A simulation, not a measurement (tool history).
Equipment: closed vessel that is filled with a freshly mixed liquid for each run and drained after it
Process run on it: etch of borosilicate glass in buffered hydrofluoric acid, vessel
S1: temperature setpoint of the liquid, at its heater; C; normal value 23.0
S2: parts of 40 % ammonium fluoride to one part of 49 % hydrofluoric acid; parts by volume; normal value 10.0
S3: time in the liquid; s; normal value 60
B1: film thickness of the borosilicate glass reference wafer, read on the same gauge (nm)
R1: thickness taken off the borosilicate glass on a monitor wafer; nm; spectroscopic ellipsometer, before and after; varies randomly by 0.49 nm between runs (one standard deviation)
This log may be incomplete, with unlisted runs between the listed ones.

run 1 hour=0.0 | S1=25.5 S2=7.5 S3=60 | B1=119.99 | R1=87.88
run 2 hour=32.3 | S1=25.5 S2=7.5 S3=60 | B1=120.02 | R1=88.91
run 3 hour=61.7 | S1=25.5 S2=7.5 S3=60 | B1=120.00 | R1=87.79
run 4 hour=91.4 | S1=21.5 S2=10.0 S3=50 | B1=120.00 | R1=44.73
run 5 hour=126.1 | S1=21.5 S2=10.0 S3=50 | B1=120.02 | R1=45.09
run 6 hour=145.7 | S1=21.5 S2=10.0 S3=50 | B1=120.00 | R1=45.16
run 7 hour=159.9 | S1=23.0 S2=10.0 S3=60 | B1=120.00 | R1=58.38
run 8 hour=182.8 | S1=23.0 S2=10.0 S3=60 | B1=120.00 | R1=57.86
run 9 hour=197.8 | S1=23.0 S2=10.0 S3=60 | B1=120.00 | R1=58.31
run 10 hour=221.0 | S1=23.0 S2=10.0 S3=60 | B1=120.00 | R1=58.24
run 11 hour=304.1 | S1=26.0 S2=12.5 S3=70 | B1=119.98 | R1=64.79
-- hour=308.0 thermometer replaced
run 12 hour=337.9 | S1=23.0 S2=8.5 S3=60 | B1=120.01 | R1=72.31
run 13 hour=362.0 | S1=18.0 S2=6.5 S3=70 | B1=120.00 | R1=85.85
run 14 hour=386.6 | S1=27.0 S2=12.5 S3=70 | B1=120.00 | R1=73.18
-- hour=453.4 gauge calibrated
run 15 hour=481.4 | S1=19.0 S2=10.0 S3=60 | B1=120.00 | R1=51.16
-- hour=486.0 hydrofluoric acid flow meter replaced
run 16 hour=504.3 | S1=27.0 S2=6.0 S3=75 | B1=119.98 | R1=158.99
run 17 hour=519.9 | S1=26.0 S2=10.0 S3=60 | B1=120.01 | R1=73.18
run 18 hour=553.5 | S1=23.0 S2=10.0 S3=60 | B1=119.98 | R1=62.49
run 19 hour=568.9 | S1=23.0 S2=10.0 S3=60 | B1=120.01 | R1=63.78
run 20 hour=591.0 | S1=23.0 S2=10.0 S3=40 | B1=119.99 | R1=41.54
run 21 hour=614.7 | S1=18.5 S2=11.5 S3=70 | B1=120.01 | R1=49.49

Forecast each of these 3 alternatives for the next run:
run A hour=615.4 | S1=23.0 S2=13.0 S3=60 | B1=? | R1=?
run B hour=615.4 | S1=27.5 S2=10.0 S3=60 | B1=? | R1=?
run C hour=615.4 | S1=23.0 S2=10.0 S3=80 | B1=? | R1=?

run=A B1=120.00 R1=48.64
run=B B1=120.00 R1=80.08
run=C B1=120.00 R1=84.04
Take away the tool's hidden state, keep each run's random variation, and the runs would have read:
run=A R1=49.68
run=B R1=81.73
run=C R1=85.82

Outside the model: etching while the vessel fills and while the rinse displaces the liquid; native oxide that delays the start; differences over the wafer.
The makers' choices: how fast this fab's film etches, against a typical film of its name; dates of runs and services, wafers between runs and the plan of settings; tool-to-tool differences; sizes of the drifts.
